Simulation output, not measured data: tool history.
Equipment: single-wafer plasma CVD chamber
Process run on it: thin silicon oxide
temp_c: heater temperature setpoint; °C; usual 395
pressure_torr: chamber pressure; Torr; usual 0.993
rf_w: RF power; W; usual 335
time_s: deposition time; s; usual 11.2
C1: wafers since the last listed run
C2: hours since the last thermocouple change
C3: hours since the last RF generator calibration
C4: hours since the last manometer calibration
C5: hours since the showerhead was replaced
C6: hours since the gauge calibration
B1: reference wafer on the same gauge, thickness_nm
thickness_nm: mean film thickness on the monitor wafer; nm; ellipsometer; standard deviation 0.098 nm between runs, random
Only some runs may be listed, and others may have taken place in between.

Run 1, hour 0.0: usual settings; C1 0; C2 341.8; C3 1152.4; C4 1797.2; C5 4276.8; C6 158.1; B1 31.752. Result: thickness_nm 26.196 nm.
Run 2, hour 33.8: usual settings but pressure_torr 0.864 Torr; C1 979; C2 375.6; C3 1186.2; C4 1831.0; C5 4310.6; C6 191.9; B1 31.657. Result: thickness_nm 24.085 nm.
Run 3, hour 69.6: usual settings but pressure_torr 0.864 Torr; C1 1037; C2 411.4; C3 1222.0; C4 1866.8; C5 4346.4; C6 227.7; B1 31.680. Result: thickness_nm 24.080 nm.
Run 4, hour 99.4: usual settings but pressure_torr 0.864 Torr; C1 863; C2 441.2; C3 1251.8; C4 1896.6; C5 4376.2; C6 257.5; B1 31.697. Result: thickness_nm 24.293 nm.
Run 5, hour 128.5: usual settings but pressure_torr 1.080 Torr; C1 843; C2 470.3; C3 1280.9; C4 1925.7; C5 4405.3; C6 286.6; B1 31.700. Result: thickness_nm 27.532 nm.
Run 6, hour 183.6: usual settings but pressure_torr 1.080 Torr; C1 1596; C2 525.4; C3 1336.0; C4 1980.8; C5 4460.4; C6 341.7; B1 31.722. Result: thickness_nm 27.312 nm.
Run 7, hour 246.7: usual settings but pressure_torr 1.166 Torr, time_s 12.0 s; C1 1828; C2 588.5; C3 1399.1; C4 2043.9; C5 4523.5; C6 404.8; B1 31.679. Result: thickness_nm 30.513 nm.
Run 8, hour 270.9: usual settings but pressure_torr 1.166 Torr, time_s 12.0 s; C1 701; C2 612.7; C3 1423.3; C4 2068.1; C5 4547.7; C6 429.0; B1 31.731. Result: thickness_nm 30.271 nm.
Run 9, hour 327.2: usual settings but pressure_torr 1.166 Torr, time_s 12.0 s; C1 1631; C2 669.0; C3 1479.6; C4 2124.4; C5 4604.0; C6 485.3; B1 31.720. Result: thickness_nm 30.377 nm.
Run 10, hour 371.9: usual settings but pressure_torr 1.178 Torr; C1 1295; C2 713.7; C3 1524.3; C4 2169.1; C5 4648.7; C6 530.0; B1 31.755. Result: thickness_nm 28.602 nm.
Run 11, hour 439.4: usual settings but pressure_torr 1.178 Torr; C1 1956; C2 781.2; C3 1591.8; C4 2236.6; C5 4716.2; C6 597.5; B1 31.699. Result: thickness_nm 28.538 nm.
At hour 480.0: showerhead replaced.
Run 12, hour 486.4: usual settings; C1 1130; C2 828.2; C3 1638.8; C4 2283.6; C5 6.4; C6 644.5; B1 31.705. Result: thickness_nm 25.998 nm.

Estimate the outcome of run 13 from the log above:
Run 13, hour 526.5: usual settings but temp_c 405 °C; C1 1162; C2 868.3; C3 1678.9; C4 2323.7; C5 46.5; C6 684.6; B1 ?. Result: thickness_nm ?.

{"run 13": {"B1": 31.726, "thickness_nm": 25.848}}
The same run, on a tool lacking any hidden state, would have yielded thickness_nm 26.356 nm.
